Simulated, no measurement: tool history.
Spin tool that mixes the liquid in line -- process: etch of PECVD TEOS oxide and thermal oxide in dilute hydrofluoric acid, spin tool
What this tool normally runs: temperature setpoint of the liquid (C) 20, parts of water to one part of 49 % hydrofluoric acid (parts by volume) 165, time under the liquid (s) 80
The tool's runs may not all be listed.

run   hour  temperature setpoint of the liquid (C)  parts of water to one part of 49 % hydrofluoric acid (parts by volume)  time under the liquid (s)  wafers since the last listed run  hours since the thermometer was replaced  hours since the hydrofluoric acid flow meter was replaced  hours since the gauge calibration  read-back film thickness of the PECVD TEOS oxide reference wafer, read on the same gauge (nm)  read-back film thickness of the thermal oxide reference wafer, read on the same gauge (nm)  thickness taken off the PECVD TEOS oxide on a monitor wafer (Å)  thickness taken off the thermal oxide on a monitor wafer (Å)
  1      0                                      17                                                                     220                         80                                 0                                      1255                                                      338.8                              401.8                                                                                             60                                                                                      70.035                                                             36.4                                                         12.61
  2    9.8                                      20                                                                     165                         80                               122                                    1264.8                                                      348.6                              411.6                                                                                             60                                                                                      70.032                                                             57.3                                                         19.96
  3   24.3                                      20                                                                     165                         80                               180                                    1279.3                                                      363.1                              426.1                                                                                             60                                                                                      69.929                                                             57.7                                                          19.9
  4   41.3                                      20                                                                     165                         80                               211                                    1296.3                                                      380.1                              443.1                                                                                          59.99                                                                                      70.041                                                               57                                                         19.61
  5   52.5                                      20                                                                     165                         80                               139                                    1307.5                                                      391.3                              454.3                                                                                          59.98                                                                                      70.048                                                             58.3                                                         19.95
      57.1  -- gauge calibrated
  6   60.3                                      20                                                                     165                         80                                97                                    1315.3                                                      399.1                                3.2                                                                                          60.01                                                                                       70.01                                                             57.4                                                         20.63
  7   69.6                                      20                                                                     165                         80                               115                                    1324.6                                                      408.4                               12.5                                                                                          59.99                                                                                       70.03                                                               58                                                         19.96
  8     85                                      24                                                                     165                         80                               191                                      1340                                                      423.8                               27.9                                                                                          60.03                                                                                      70.047                                                             68.8                                                         23.61
  9  102.9                                      18                                                                     165                         60                               223                                    1357.9                                                      441.7                               45.8                                                                                          60.01                                                                                      70.019                                                             40.3                                                         13.84
 10  113.9                                      20                                                                     165                         80                               137                                    1368.9                                                      452.7                               56.8                                                                                          59.99                                                                                      69.998                                                             59.3                                                         19.91
 11  129.7                                      18                                                                     165                         60                               196                                    1384.7                                                      468.5                               72.6                                                                                          59.99                                                                                       70.02                                                             39.7                                                         14.09
 12  145.3                                    18.5                                                                     190                         80                               194                                    1400.3                                                      484.1                               88.2                                                                                             60                                                                                      69.972                                                             48.1                                                         16.53
     149.8  -- thermometer replaced
 13  162.7                                      20                                                                     125                         55                               204                                      12.9                                                      501.5                              105.6                                                                                          59.98                                                                                      70.005                                                             56.3                                                         19.39
     168.9  -- hydrofluoric acid flow meter replaced
 14  169.4                                    17.5                                                                     200                         55                                71                                      19.6                                                        0.5                              112.3                                                                                          59.99                                                                                      70.002                                                             26.2                                                          9.03
 15  182.2                                      24                                                                     225                        115                               159                                      32.4                                                       13.3                              125.1                                                                                          59.96                                                                                      69.977                                                             60.2                                                         20.62
 16  197.1                                      20                                                                     165                         80                               185                                      47.3                                                       28.2                                140                                                                                          60.01                                                                                      69.961                                                             53.1                                                         19.05
 17  219.5                                      20                                                                     165                         80                               279                                      69.7                                                       50.6                              162.4                                                                                          59.98                                                                                      69.968                                                             52.8                                                         17.85
 18  265.2                                      20                                                                     245                         80                               569                                     115.4                                                       96.3                              208.1                                                                                          59.98                                                                                      69.988                                                             33.5                                                         11.44
 19  278.3                                      20                                                                     165                         80                               163                                     128.5                                                      109.4                              221.2                                                                                          59.97                                                                                      70.009                                                             53.4                                                          18.6
 20  294.9                                      17                                                                     220                         80                               206                                     145.1                                                        126                              237.8                                                                                          60.03                                                                                      70.033                                                             34.3                                                         11.49
 21  303.4                                      17                                                                     190                        110                               105                                     153.6                                                      134.5                              246.3                                                                                          60.02                                                                                      70.031                                                             55.6                                                         19.42
 22  311.5                                    24.5                                                                     140                         65                               100                                     161.7                                                      142.6                              254.4                                                                                             60                                                                                      70.003                                                             63.7                                                         21.94
 23  321.7                                      17                                                                     190                        115                               127                                     171.9                                                      152.8                              264.6                                                                                             60                                                                                      70.013                                                             59.5                                                         20.45
 24  337.6                                      18                                                                     125                         80                               198                                     187.8                                                      168.7                              280.5                                                                                          60.02                                                                                      70.025                                                             67.5                                                         23.43
 25  350.9                                      17                                                                     165                         80                               165                                     201.1                                                        182                              293.8                                                                                          60.02                                                                                      69.956                                                               48                                                         16.74
 26  366.7                                      17                                                                     195                        100                               196                                     216.9                                                      197.8                              309.6                                                                                          60.03                                                                                      69.965                                                             49.8                                                         17.59

For each entry between runs, how does the tool's hidden state at the last listed run before it compare with that at the first listed run after it?
Between runs 5 and 6: gauge calibrated (hour 57.1)
  hydrofluoric acid flow above the setpoint (%): 10.3 -> 10.4
  what was measured, less what the result would be without the hidden state, thickness taken off the PECVD TEOS oxide on a monitor wafer (Å): +6.3 -> +6.2; thickness taken off the thermal oxide on a monitor wafer (Å): +2.14 -> +2.24
Between runs 12 and 13: thermometer replaced (hour 149.8)
  hydrofluoric acid flow above the setpoint (%): 12.2 -> 12.6
  what was measured, less what the result would be without the hidden state, thickness taken off the PECVD TEOS oxide on a monitor wafer (Å): +6.1 -> +7.1; thickness taken off the thermal oxide on a monitor wafer (Å): +2.09 -> +2.43
Between runs 13 and 14: hydrofluoric acid flow meter replaced (hour 168.9)
  hydrofluoric acid flow above the setpoint (%): 12.6 -> 0.666
  what was measured, less what the result would be without the hidden state, thickness taken off the PECVD TEOS oxide on a monitor wafer (Å): +7.1 -> +0.2; thickness taken off the thermal oxide on a monitor wafer (Å): +2.43 -> +0.07
